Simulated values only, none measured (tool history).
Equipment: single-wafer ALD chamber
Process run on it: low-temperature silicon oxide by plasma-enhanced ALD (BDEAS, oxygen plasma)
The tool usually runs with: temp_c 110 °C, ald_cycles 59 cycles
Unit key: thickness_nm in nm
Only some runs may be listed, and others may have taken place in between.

run	hour	temp_c	ald_cycles	read-back reference wafer on the same gauge, thickness_nm	thickness_nm
1	0	110	59	9.889	8.198
2	10.9	103	59	9.886	8.39
3	26.5	110	59	9.888	8.332
4	33.2	110	66	9.895	9.323
5	47	110	59	9.89	8.293
6	55.9	110	59	9.899	8.345
7	73.9	110	59	9.877	8.24
8	85.4	110	59	9.891	8.302
9	98.8	110	59	9.897	8.303
10	111.7	110	59	9.89	8.278
11	142.9	110	59	9.898	8.274
12	149.2	110	59	9.89	8.283
13	162.3	110	59	9.885	8.31
14	176.7	101	71	9.895	10.124
15	205.7	116	66	9.888	9.133
16	218.2	117	69	9.885	9.521
17	229.9	110	59	9.883	8.288
18	236.5	116	52	9.881	7.242
19	251.9	110	59	9.902	8.275
20	295.4	118	66	9.89	9.078
21	305.7	118	63	9.885	8.656
22	319.3	105	59	9.879	8.335
23	325.6	110	59	9.898	8.292
24	337.2	100	66	9.895	9.528
25	354.6	106	69	9.887	9.719
26	366.3	118	59	9.905	8.18

Withheld: 2 entries from between the runs. Position of each, and hidden state at the listed run before versus the listed run after:
Logged between run 18 and run 19: gauge calibrated (hour 251.5)
  no difference in the tool's unlogged condition between these two runs
Logged between run 19 and run 20: thermocouple changed; heater temperature recalibrated (hour 285.6)
  no difference in the tool's unlogged condition between these two runs

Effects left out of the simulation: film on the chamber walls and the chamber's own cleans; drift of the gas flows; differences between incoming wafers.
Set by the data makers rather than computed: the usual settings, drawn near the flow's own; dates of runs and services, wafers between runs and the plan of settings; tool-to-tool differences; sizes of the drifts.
